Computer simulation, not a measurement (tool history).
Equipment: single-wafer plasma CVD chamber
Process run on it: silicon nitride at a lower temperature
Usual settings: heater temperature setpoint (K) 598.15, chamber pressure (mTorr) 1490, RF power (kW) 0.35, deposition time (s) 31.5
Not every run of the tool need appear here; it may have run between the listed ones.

| run | day | heater temperature setpoint (K) | chamber pressure (mTorr) | RF power (kW) | deposition time (s) | read-back reference wafer on the same gauge, thickness_nm | mean film thickness on the monitor wafer (Å) |
|---|---|---|---|---|---|---|---|
| 1 | 0 | 598.15 | 1490 | 0.35 | 31.5 | 45.9 | 370.44 |
| 2 | 0.742 | 598.15 | 1490 | 0.35 | 31.5 | 45.906 | 369.32 |
| 3 | 1.088 | 598.15 | 1490 | 0.35 | 31.5 | 45.877 | 369.51 |
|  | 2.671 | gauge calibrated |
|  | 2.721 | RF generator calibrated |
| 4 | 2.742 | 598.15 | 1490 | 0.35 | 31.5 | 45.896 | 404.84 |
| 5 | 3.108 | 598.15 | 1410 | 0.35 | 26.8 | 45.896 | 338.73 |
| 6 | 3.358 | 598.15 | 1410 | 0.35 | 26.8 | 45.91 | 339.38 |
|  | 3.817 | capacitance manometer re-zeroed and calibrated |
| 7 | 3.838 | 598.15 | 1410 | 0.35 | 26.8 | 45.899 | 340.35 |
|  | 4.233 | thermocouple changed; heater temperature recalibrated |
| 8 | 4.254 | 598.15 | 1490 | 0.35 | 31.5 | 45.891 | 404.51 |
| 9 | 4.488 | 598.15 | 1490 | 0.395 | 36.7 | 45.889 | 521.23 |
| 10 | 5.125 | 598.15 | 1180 | 0.33 | 31.5 | 45.88 | 363.41 |
|  | 5.521 | showerhead replaced |
| 11 | 5.825 | 598.15 | 1490 | 0.35 | 31.5 | 45.872 | 403.49 |
| 12 | 6.204 | 598.15 | 1490 | 0.35 | 29.5 | 45.907 | 379 |
| 13 | 6.933 | 598.15 | 1760 | 0.35 | 29.9 | 45.917 | 399.57 |
| 14 | 7.529 | 598.15 | 1370 | 0.35 | 31.5 | 45.899 | 395.39 |

Each row is a separate what-if for the run after 14, all from the same tool condition, not one after another. Results?
| A | 7.546 | 598.15 | 1490 | 0.35 | 31.5 | ? | ? |
| B | 7.546 | 584.15 | 1490 | 0.325 | 33.7 | ? | ? |
| C | 7.546 | 598.15 | 1260 | 0.35 | 36.6 | ? | ? |
| D | 7.546 | 593.15 | 1490 | 0.35 | 26.5 | ? | ? |

| run | read-back reference wafer on the same gauge, thickness_nm | mean film thickness on the monitor wafer (Å) |
|---|---|---|
| A | 45.923 | 404.35 |
| B | 45.923 | 407.1 |
| C | 45.923 | 450.72 |
| D | 45.923 | 340.85 |
With no hidden state in the tool, these same runs would have given:
| run | mean film thickness on the monitor wafer (Å) |
|---|---|
| A | 405.27 |
| B | 408.06 |
| C | 451.74 |
| D | 341.62 |
